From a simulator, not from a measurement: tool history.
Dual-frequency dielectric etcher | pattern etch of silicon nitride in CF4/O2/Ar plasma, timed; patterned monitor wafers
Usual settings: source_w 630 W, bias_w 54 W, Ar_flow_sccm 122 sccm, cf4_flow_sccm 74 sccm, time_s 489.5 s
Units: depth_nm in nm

run   hour  source_w  bias_w  Ar_flow_sccm  cf4_flow_sccm  time_s  read-back reference wafer on the same gauge, depth_nm  depth_nm
  1      0       630      54           122             74   489.5                                                 1080.1    1011.7
  2     31       630      54           122             74   489.5                                                 1079.4    1009.9
  3   59.5       630      54           122             74   489.5                                                 1079.2    1012.3
  4   88.9       630      54           122             74     547                                                 1079.9    1127.4
     126.8  -- upper electrode replaced
  5  127.3       630      54           122             74     547                                                 1079.5    1126.1
     158.9  -- wet clean of the chamber
  6  159.4       630      54           122             74   489.5                                                 1079.5    1022.1
     169.4  -- bias power generator calibrated
  7    184       630      54           122             74   489.5                                                   1081    1016.4
     244.5  -- Ar flow controller replaced
  8  274.3       630      54           122             74   489.5                                                 1078.6      1018
  9  294.3       490      60           136             68   489.5                                                 1080.4       797
 10  340.4       630      54           122             74   489.5                                                 1079.2    1014.3
     366.2  -- source power generator calibrated
 11  375.2       700      54           101             81   489.5                                                 1080.2    1178.6
 12  388.6       630      54           122             60     451                                                 1080.7     905.2
       400  -- gauge calibrated
 13  418.2       770      54           122             74   489.5                                                 1080.8    1245.6
 14  450.4       630      54            98             74   489.5                                                   1079    1044.8
       469  -- CF4 flow controller replaced
 15  469.5       630      59           122             63   489.5                                                 1080.9      1032

Forecast run 16:
 16  489.3       630      54           122             74   489.5                                                      ?         ?

read-back reference wafer on the same gauge, depth_nm: 1080
depth_nm: 1017.1 nm
Without the tool's hidden state the same run would have given depth_nm 1023.2 nm.

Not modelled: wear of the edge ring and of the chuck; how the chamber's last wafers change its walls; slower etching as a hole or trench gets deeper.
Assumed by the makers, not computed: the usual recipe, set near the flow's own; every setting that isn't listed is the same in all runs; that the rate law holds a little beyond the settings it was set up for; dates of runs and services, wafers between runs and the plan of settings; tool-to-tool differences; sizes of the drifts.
